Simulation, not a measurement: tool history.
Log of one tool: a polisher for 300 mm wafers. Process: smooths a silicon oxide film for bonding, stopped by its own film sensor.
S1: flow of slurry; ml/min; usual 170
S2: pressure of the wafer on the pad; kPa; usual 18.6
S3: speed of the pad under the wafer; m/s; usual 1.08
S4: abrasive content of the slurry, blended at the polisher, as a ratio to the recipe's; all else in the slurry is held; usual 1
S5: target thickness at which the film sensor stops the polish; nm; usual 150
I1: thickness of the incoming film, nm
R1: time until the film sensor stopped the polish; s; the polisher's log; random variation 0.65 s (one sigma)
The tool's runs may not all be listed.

run 1 hour=0 | S1=205 S2=18.6 S3=1.08 S4=1.1 S5=150 | I1=189.4 | R1=42.4
run 2 hour=20.7 | S1=205 S2=18.6 S3=1.08 S4=1.1 S5=150 | I1=188.6 | R1=41.3
run 3 hour=75.3 | S1=205 S2=18.6 S3=1.08 S4=1.1 S5=150 | I1=191.5 | R1=46.1
-- hour=79 slurry nozzle cleaned
-- hour=81.2 worn pad replaced by a new one
run 4 hour=88.3 | S1=170 S2=18.6 S3=1.08 S4=1 S5=150 | I1=189.2 | R1=45.3
run 5 hour=102.7 | S1=170 S2=18.6 S3=1.08 S4=1 S5=150 | I1=190.5 | R1=45.8
run 6 hour=115.1 | S1=170 S2=18.6 S3=1.08 S4=1 S5=150 | I1=190.1 | R1=45
run 7 hour=128.9 | S1=170 S2=18.6 S3=1.08 S4=1 S5=150 | I1=189.9 | R1=45.7
run 8 hour=204.5 | S1=170 S2=18.6 S3=1.08 S4=1 S5=150 | I1=189.3 | R1=44.2
run 9 hour=225.3 | S1=170 S2=18.6 S3=1.08 S4=1 S5=150 | I1=190.1 | R1=46.6
-- hour=233.2 worn pad replaced by a new one
run 10 hour=252.2 | S1=170 S2=18.6 S3=1.08 S4=1 S5=150 | I1=190.8 | R1=47.1
-- hour=262.8 head pressure recalibrated
run 11 hour=270.4 | S1=170 S2=18.6 S3=1.08 S4=1 S5=150 | I1=190.2 | R1=46
-- hour=298 slurry blender recalibrated
run 12 hour=303.6 | S1=170 S2=18.6 S3=1.08 S4=1 S5=150 | I1=188.6 | R1=43.3
run 13 hour=326.4 | S1=170 S2=18.6 S3=1.08 S4=1 S5=147 | I1=187.8 | R1=46.5
run 14 hour=355.3 | S1=170 S2=18.6 S3=1.36 S4=0.75 S5=150 | I1=188.8 | R1=40.7
run 15 hour=370 | S1=170 S2=18.6 S3=1.22 S4=1 S5=150 | I1=189.8 | R1=40.7
-- hour=387.7 slurry nozzle cleaned
-- hour=405 worn pad replaced by a new one
run 16 hour=405.5 | S1=110 S2=21.4 S3=1.08 S4=1.1 S5=137 | I1=191.4 | R1=56.8
run 17 hour=436.9 | S1=230 S2=13.1 S3=1.08 S4=1 S5=150 | I1=192.3 | R1=61
run 18 hour=451.9 | S1=170 S2=18.6 S3=1.36 S4=0.75 S5=150 | I1=190 | R1=42.2
run 19 hour=473.9 | S1=170 S2=20.7 S3=0.76 S4=1 S5=150 | I1=189.1 | R1=53
run 20 hour=497.9 | S1=170 S2=18.6 S3=1.08 S4=1 S5=150 | I1=192.7 | R1=49.4
-- hour=559 worn pad replaced by a new one
run 21 hour=559.5 | S1=170 S2=23.4 S3=0.84 S4=0.9 S5=141 | I1=192.2 | R1=60.8
run 22 hour=587.2 | S1=170 S2=18.6 S3=0.76 S4=1 S5=159 | I1=189.7 | R1=46.5
run 23 hour=609.9 | S1=170 S2=18.6 S3=0.74 S4=1 S5=141 | I1=189.6 | R1=76.6
run 24 hour=622.9 | S1=170 S2=23.4 S3=0.84 S4=0.9 S5=141 | I1=190.1 | R1=58.6
run 25 hour=649 | S1=170 S2=18.6 S3=1.34 S4=0.9 S5=150 | I1=191.5 | R1=39.8
-- hour=672 slurry nozzle cleaned
-- hour=689.8 head pressure recalibrated
-- hour=690.4 worn pad replaced by a new one
run 26 hour=752.3 | S1=170 S2=22.1 S3=0.78 S4=1.25 S5=144 | I1=190 | R1=54.5

What the log doesn't show, run by run:
removal rate lost through wear of the pad, %: 0 in every run
slurry flow missing at the pad, %: 0 in every run
deviation of the head's pressure from its setpoint, %: 0 in every run
abrasive missing from the slurry, %: 0 in every run
